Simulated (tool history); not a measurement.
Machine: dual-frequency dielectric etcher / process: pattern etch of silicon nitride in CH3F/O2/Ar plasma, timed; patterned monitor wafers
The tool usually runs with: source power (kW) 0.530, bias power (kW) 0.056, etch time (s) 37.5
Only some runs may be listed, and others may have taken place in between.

run	hour	source power (kW)	bias power (kW)	etch time (s)	wafers since the last listed run	hours since the last wet clean	hours since the last source power generator calibration	hours since the last bias power generator calibration	hours since the last upper electrode change	hours since the gauge calibration	read-back reference wafer on the same gauge, depth_nm	mean etch depth across the wafer (nm)
1	0.0	0.530	0.056	37.5	0	440.9	1930.4	4399.5	3058.6	546.2	24.67	25.48
2	29.5	0.450	0.056	37.5	559	470.4	1959.9	4429.0	3088.1	575.7	24.71	23.49
# hour 50.3: bias power generator calibrated
3	50.8	0.450	0.056	37.5	328	491.7	1981.2	0.5	3109.4	597.0	24.70	23.51
4	79.3	0.450	0.056	37.5	540	520.2	2009.7	29.0	3137.9	625.5	24.70	23.64
# hour 109.7: wet clean of the chamber
# hour 111.7: source power generator calibrated
5	112.2	0.530	0.056	37.5	131	2.5	0.5	61.9	3170.8	658.4	24.71	26.47
6	118.8	0.530	0.056	37.5	125	9.1	7.1	68.5	3177.4	665.0	24.69	26.40
7	132.4	0.530	0.056	37.5	258	22.7	20.7	82.1	3191.0	678.6	24.69	26.51
8	147.5	0.530	0.047	37.5	286	37.8	35.8	97.2	3206.1	693.7	24.72	25.72
9	180.3	0.530	0.050	37.5	622	70.6	68.6	130.0	3238.9	726.5	24.70	25.82
10	206.4	0.530	0.048	37.5	495	96.7	94.7	156.1	3265.0	752.6	24.70	25.63
11	221.5	0.460	0.056	37.5	286	111.8	109.8	171.2	3280.1	767.7	24.70	24.42
12	240.2	0.630	0.049	27.5	354	130.5	128.5	189.9	3298.8	786.4	24.69	20.70
13	271.2	0.470	0.056	43.5	588	161.5	159.5	220.9	3329.8	817.4	24.72	28.64
# hour 305.5: gauge calibrated
# hour 314.0: upper electrode replaced
14	314.5	0.630	0.063	45.5	366	204.8	202.8	264.2	0.5	9.0	24.69	35.80
15	315.2	0.530	0.056	37.5	13	205.5	203.5	264.9	1.2	9.7	24.72	26.51
16	328.9	0.530	0.056	31.0	259	219.2	217.2	278.6	14.9	23.4	24.72	21.95
17	343.8	0.560	0.056	37.5	282	234.1	232.1	293.5	29.8	38.3	24.68	27.09
18	369.9	0.530	0.056	37.5	495	260.2	258.2	319.6	55.9	64.4	24.68	26.33
19	402.4	0.580	0.042	34.0	616	292.7	290.7	352.1	88.4	96.9	24.70	23.86
20	416.3	0.530	0.063	37.5	263	306.6	304.6	366.0	102.3	110.8	24.69	26.99
21	428.7	0.450	0.056	27.5	235	319.0	317.0	378.4	114.7	123.2	24.71	17.82
22	441.7	0.460	0.066	42.0	246	332.0	330.0	391.4	127.7	136.2	24.70	28.28
23	455.9	0.530	0.056	37.5	269	346.2	344.2	405.6	141.9	150.4	24.69	26.18
24	479.2	0.530	0.056	42.0	442	369.5	367.5	428.9	165.2	173.7	24.67	29.55
25	503.9	0.530	0.056	28.5	468	394.2	392.2	453.6	189.9	198.4	24.70	19.88
26	520.1	0.530	0.056	37.5	307	410.4	408.4	469.8	206.1	214.6	24.69	26.35
27	544.5	0.530	0.056	33.0	462	434.8	432.8	494.2	230.5	239.0	24.68	23.15
28	559.6	0.530	0.070	28.0	286	449.9	447.9	509.3	245.6	254.1	24.70	20.55
29	579.4	0.530	0.068	37.5	375	469.7	467.7	529.1	265.4	273.9	24.70	27.30

Each row is a separate what-if for the run after 29, all from the same tool condition, not one after another. Results?
A	579.8	0.530	0.069	37.5	7	470.1	468.1	529.5	265.8	274.3	?	?
B	579.8	0.530	0.060	45.0	7	470.1	468.1	529.5	265.8	274.3	?	?
C	579.8	0.570	0.042	34.0	7	470.1	468.1	529.5	265.8	274.3	?	?
D	579.8	0.610	0.056	29.0	7	470.1	468.1	529.5	265.8	274.3	?	?
E	579.8	0.480	0.056	37.5	7	470.1	468.1	529.5	265.8	274.3	?	?

run	read-back reference wafer on the same gauge, depth_nm	mean etch depth across the wafer (nm)
A	24.71	27.22
B	24.71	31.74
C	24.71	23.36
D	24.71	21.69
E	24.71	24.75
Without the tool's hidden state the same runs would have given:
run	mean etch depth across the wafer (nm)
A	27.32
B	31.86
C	23.45
D	21.77
E	24.84
